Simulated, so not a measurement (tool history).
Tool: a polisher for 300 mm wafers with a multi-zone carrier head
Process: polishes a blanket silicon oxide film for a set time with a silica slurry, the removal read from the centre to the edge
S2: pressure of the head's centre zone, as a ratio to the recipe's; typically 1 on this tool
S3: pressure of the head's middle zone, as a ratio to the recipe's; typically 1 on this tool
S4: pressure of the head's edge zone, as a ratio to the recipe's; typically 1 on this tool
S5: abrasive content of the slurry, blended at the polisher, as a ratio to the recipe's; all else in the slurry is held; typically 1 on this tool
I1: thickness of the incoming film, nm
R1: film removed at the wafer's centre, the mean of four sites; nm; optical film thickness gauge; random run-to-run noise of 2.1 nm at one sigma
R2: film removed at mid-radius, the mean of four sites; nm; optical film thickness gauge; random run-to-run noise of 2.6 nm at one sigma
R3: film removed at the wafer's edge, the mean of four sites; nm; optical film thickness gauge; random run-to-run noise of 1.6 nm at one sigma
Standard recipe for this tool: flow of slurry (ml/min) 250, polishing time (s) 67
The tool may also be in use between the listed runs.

Run 1, day 0: usual settings; I1 751. Result: R1 207.6 nm, R2 216.5 nm, R3 215 nm.
At day 0.171: worn pad replaced by a new one.
Run 2, day 1.383: usual settings but polishing time (s) 73; I1 763. Result: R1 232.4 nm, R2 229.5 nm, R3 230.6 nm.
Run 3, day 3.654: usual settings but polishing time (s) 73; I1 746.8. Result: R1 228.2 nm, R2 229.7 nm, R3 232 nm.
Run 4, day 5.1: usual settings but S4 0.97; I1 744.1. Result: R1 209.9 nm, R2 212.3 nm, R3 211.1 nm.
Run 5, day 7.05: usual settings; I1 746.6. Result: R1 206.8 nm, R2 211.7 nm, R3 213.3 nm.
At day 7.721: centre zone pressure recalibrated.
At day 9.246: worn pad replaced by a new one.
Run 6, day 9.662: usual settings; I1 745.8. Result: R1 213.6 nm, R2 211.6 nm, R3 212.9 nm.
Run 7, day 12.404: usual settings; I1 744.9. Result: R1 209.9 nm, R2 208.6 nm, R3 210.5 nm.
At day 14.396: carrier head's membrane replaced by a new one.
Run 8, day 15.025: usual settings; I1 746. Result: R1 209.8 nm, R2 208.2 nm, R3 210.2 nm.
At day 17.017: worn pad replaced by a new one.
Run 9, day 17.817: usual settings; I1 764.4. Result: R1 202.8 nm, R2 208.4 nm, R3 211.1 nm.
At day 18.867: edge zone pressure recalibrated.
Run 10, day 19.804: usual settings but S3 1.06; I1 750.6. Result: R1 204.6 nm, R2 216.6 nm, R3 208.8 nm.
Run 11, day 22.375: usual settings but flow of slurry (ml/min) 335, S4 1.09, polishing time (s) 85; I1 755.1. Result: R1 271.8 nm, R2 268.9 nm, R3 284.1 nm.
At day 23.171: centre zone pressure recalibrated.
Run 12, day 23.442: usual settings; I1 749.9. Result: R1 205.4 nm, R2 208.8 nm, R3 210.6 nm.
At day 24.092: worn pad replaced by a new one.
Run 13, day 26.133: usual settings but flow of slurry (ml/min) 285, S2 0.95; I1 755. Result: R1 195.9 nm, R2 216.4 nm, R3 210.4 nm.
At day 27.304: slurry nozzle cleaned.
Run 14, day 28.75: usual settings but flow of slurry (ml/min) 185, S5 0.85; I1 733.6. Result: R1 160.4 nm, R2 159.7 nm, R3 171.2 nm.
Run 15, day 30.433: usual settings; I1 735.4. Result: R1 190.8 nm, R2 194.1 nm, R3 202.2 nm.
Run 16, day 31.575: usual settings but flow of slurry (ml/min) 330, S3 1.03; I1 754.3. Result: R1 198.4 nm, R2 209.2 nm, R3 207.4 nm.
At day 32.525: slurry nozzle cleaned, repeated, since the last time left the tool worse.
At day 32.921: worn pad replaced by a new one.
Run 17, day 32.942: usual settings but flow of slurry (ml/min) 220, S3 1.04, S4 1.05; I1 735.2. Result: R1 203.4 nm, R2 213.7 nm, R3 218.3 nm.
Run 18, day 35.017: usual settings; I1 763. Result: R1 211.1 nm, R2 212.5 nm, R3 215.5 nm.
Run 19, day 37.671: usual settings but S5 0.75; I1 751.2. Result: R1 163.8 nm, R2 170.1 nm, R3 166.5 nm.
Run 20, day 40.317: usual settings but S4 0.9, polishing time (s) 58; I1 764.1. Result: R1 182.8 nm, R2 188.2 nm, R3 173.8 nm.

What if the next run were any one of these 5? Each begins from the tool's condition after run 20:
Run A, day 40.338: usual settings but S2 1.08; I1 761.6. Result: R1 ?, R2 ?, R3 ?.
Run B, day 40.338: usual settings but flow of slurry (ml/min) 180, S2 1.04; I1 761.6. Result: R1 ?, R2 ?, R3 ?.
Run C, day 40.338: usual settings but S2 0.96, S4 1.11; I1 761.6. Result: R1 ?, R2 ?, R3 ?.
Run D, day 40.338: usual settings but flow of slurry (ml/min) 175, S2 0.96, S3 0.89, S4 0.93; I1 761.6. Result: R1 ?, R2 ?, R3 ?.
Run E, day 40.338: usual settings but S5 0.85; I1 761.6. Result: R1 ?, R2 ?, R3 ?.

run     R1     R2     R3
  A    225  213.3  215.6
  B  208.3    206  210.1
  C  199.8  213.4    227
  D  191.3  190.8  202.8
  E  184.6  189.2  191.2
Stripped of hidden state, with their random variation kept, the same runs would have yielded:
run     R1     R2     R3
  A  225.4  213.6  215.9
  B  208.7  206.4  210.4
  C  200.1  213.7  227.2
  D  191.7  191.1  203.1
  E  184.9  189.5  191.4
